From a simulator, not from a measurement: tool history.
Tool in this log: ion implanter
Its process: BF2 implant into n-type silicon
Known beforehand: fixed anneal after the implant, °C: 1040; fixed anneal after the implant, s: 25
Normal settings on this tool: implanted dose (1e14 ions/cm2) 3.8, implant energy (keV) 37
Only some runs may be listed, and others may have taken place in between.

run,hour,implanted dose (1e14 ions/cm2),implant energy (keV),wafers since the last listed run,hours since the last dose calibration,hours since the extraction supply was calibrated,hours since the gauge calibration,"read-back reference wafer on the same gauge, sheet resistance",sheet resistance of the implanted and annealed layer (ohm/square)
1,0,3.8,37,0,1613.2,5003,279.6,310.03,271.98
2,20.7,3.8,34,404,1633.9,5023.7,300.3,310.02,273.67
3,55.7,3.8,34,684,1668.9,5058.7,335.3,309.85,274.28
4,87.7,3.8,31.5,625,1700.9,5090.7,367.3,310.03,275.11
5,117.1,3.8,31.5,574,1730.3,5120.1,396.7,309.69,275.48
6,143.5,3.8,31.5,516,1756.7,5146.5,423.1,309.65,276.56
7,172.5,3.54,37,566,1785.7,5175.5,452.1,309.99,287.98
8,199.3,3.18,37,523,1812.5,5202.3,478.9,309.99,315.65
9,221,3.18,37,424,1834.2,5224,500.6,310.03,314.62
# hour 257: extraction supply calibrated
10,257.5,3.32,24.5,557,1870.7,0.5,537.1,309.86,314.55
11,290.7,3.8,31.5,648,1903.9,33.7,570.3,310.05,276.6
12,305.2,2.99,48,283,1918.4,48.2,584.8,310.11,322.55
13,319.4,4.87,48,277,1932.6,62.4,599,309.99,215.44
14,354.1,3.1,43.5,678,1967.3,97.1,633.7,309.95,317.43
15,386.1,3.8,37,625,1999.3,129.1,665.7,309.99,270.88
# hour 405.3: gauge calibrated
# hour 438: Faraday cup replaced and dose calibrated
16,465.5,3.8,37,1395,27.5,208.5,60.2,310.1,280.57
17,495.9,3.8,37,594,57.9,238.9,90.6,310.15,280.2
18,521.8,3.8,29,506,83.8,264.8,116.5,310.16,286.3
19,549.3,2.88,49,537,111.3,292.3,144,310.32,341.89

Subtracting, for every run, the result it would have given without the tool's unlogged condition from the measured result gives the following. The same run-to-run variation enters both numbers; the gauge's scatter may not:
What the log doesn't record here: deviation of the true dose from the Faraday cup's reading, %; deviation of the true energy from its setpoint, %; gauge reads high (%).
run,sheet resistance of the implanted and annealed layer (ohm/square)
1,-10.21
2,-10.37
3,-10.45
4,-10.58
5,-10.65
6,-10.74
7,-11.09
8,-12.18
9,-12.18
10,-12.54
11,-10.97
12,-12.41
13,-8.6
14,-12.35
15,-10.76
16,-1.48
17,-1.93
18,-2.38
19,-3.21

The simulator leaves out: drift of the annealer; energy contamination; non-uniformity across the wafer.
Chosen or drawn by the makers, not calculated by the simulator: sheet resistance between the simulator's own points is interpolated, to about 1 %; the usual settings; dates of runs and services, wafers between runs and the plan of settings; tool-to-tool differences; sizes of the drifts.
